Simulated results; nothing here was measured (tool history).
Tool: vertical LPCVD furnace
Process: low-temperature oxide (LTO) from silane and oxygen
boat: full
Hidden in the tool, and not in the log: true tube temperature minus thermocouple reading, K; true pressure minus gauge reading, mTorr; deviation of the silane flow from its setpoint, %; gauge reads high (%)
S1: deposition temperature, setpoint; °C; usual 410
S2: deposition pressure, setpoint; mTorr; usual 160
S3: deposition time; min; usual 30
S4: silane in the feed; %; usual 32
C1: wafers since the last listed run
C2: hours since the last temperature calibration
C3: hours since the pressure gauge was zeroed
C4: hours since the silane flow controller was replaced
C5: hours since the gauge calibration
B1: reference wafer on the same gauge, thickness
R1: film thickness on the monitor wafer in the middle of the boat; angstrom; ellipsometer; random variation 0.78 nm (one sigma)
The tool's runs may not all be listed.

run,hour,S1,S2,S3,S4,C1,C2,C3,C4,C5,B1,R1
1,0,410,160,34.5,32,0,3601.1,3250.6,4834.5,1292.7,158.85,2003.7
2,52.7,410,160,34.5,32,1100,3653.8,3303.3,4887.2,1345.4,158.91,1979.7
# hour 127.7: gauge calibrated
3,127.7,410,160,34.5,32,1566,3728.8,3378.3,4962.2,0,159.38,1987.8
4,196.9,410,160,30,32,1445,3798,3447.5,5031.4,69.2,159.17,1737.8
5,291,410,160,23,32,1965,3892.1,3541.6,5125.5,163.3,159.1,1332.8
6,385.9,410,160,23,32,1982,3987,3636.5,5220.4,258.2,159.02,1336.6
7,472.4,410,160,23,32,1807,4073.5,3723,5306.9,344.7,158.95,1323.8
8,558.3,414,160,30,32,1794,4159.4,3808.9,5392.8,430.6,159.13,1795.5
9,610.6,414,160,30,32,1092,4211.7,3861.2,5445.1,482.9,159.09,1808.1
# hour 676.2: thermocouples replaced and temperature profile calibrated
10,676.7,415,160,30,32,879,0.5,3927.3,5511.2,549,159.01,1834.5
11,727,415,160,30,32,1050,50.8,3977.6,5561.5,599.3,158.69,1816.3
12,808.2,416,160,30,32,1696,132,4058.8,5642.7,680.5,158.98,1836.9
13,879.2,410,160,23.5,32,1483,203,4129.8,5713.7,751.5,158.93,1345.3
14,943.3,410,160,30,32,1339,267.1,4193.9,5777.8,815.6,158.97,1728.6
15,1015.5,410,160,30,32,1508,339.3,4266.1,5850,887.8,159.03,1717
16,1070.9,410,160,30,32,1157,394.7,4321.5,5905.4,943.2,158.93,1731.5
17,1135.1,419,145,19,34,1341,458.9,4385.7,5969.6,1007.4,159.16,1184.9
# hour 1206.7: silane flow controller replaced
18,1207.2,410,160,30,27,1004,531,4457.8,0.5,1079.5,159.29,1349.2
19,1263.3,410,160,30,32,1171,587.1,4513.9,56.6,1135.6,158.92,1723.7
# hour 1321.7: gauge calibrated
20,1333.2,410,195,21.5,32,1460,657,4583.8,126.5,11.5,159.08,1506.5
21,1409.3,410,160,30,32,1589,733.1,4659.9,202.6,87.6,158.95,1731
22,1466.8,410,160,30,32,1201,790.6,4717.4,260.1,145.1,158.8,1731.5
# hour 1555.7: pressure gauge zeroed
23,1571.4,410,145,30,32,1683,895.2,15.7,364.7,249.7,159.04,1556.7
24,1623.2,410,175,35.5,34,1082,947,67.5,416.5,301.5,158.79,2435.4
25,1721.2,410,130,25,32,2047,1045,165.5,514.5,399.5,159.06,1166.2
26,1763.3,410,160,39.5,38,879,1087.1,207.6,556.6,441.6,159.02,2856
27,1837.8,404,160,19,37,1556,1161.6,282.1,631.1,516.1,158.96,1236.8
28,1891.7,410,160,30,32,1126,1215.5,336,685,570,158.93,1742.8
29,1972.2,410,135,33.5,32,1681,1296,416.5,765.5,650.5,158.91,1627.8
30,2017.3,410,160,30,32,942,1341.1,461.6,810.6,695.6,159.01,1738.7
31,2121.9,399,160,21.5,32,2185,1445.7,566.2,915.2,800.2,158.87,1092.7

Forecast each of these 3 alternatives for the next run:
A,2125.5,410,160,30,32,75,1449.3,569.8,918.8,803.8,?,?
B,2125.5,414,190,38.5,27,75,1449.3,569.8,918.8,803.8,?,?
C,2125.5,405,135,36.5,32,75,1449.3,569.8,918.8,803.8,?,?

run,B1,R1
A,159.2,1731.6
B,159.2,2161.2
C,159.2,1679.2
Without the tool's hidden state the same runs would have given:
run,R1
A,1731.6
B,2161.2
C,1679.2
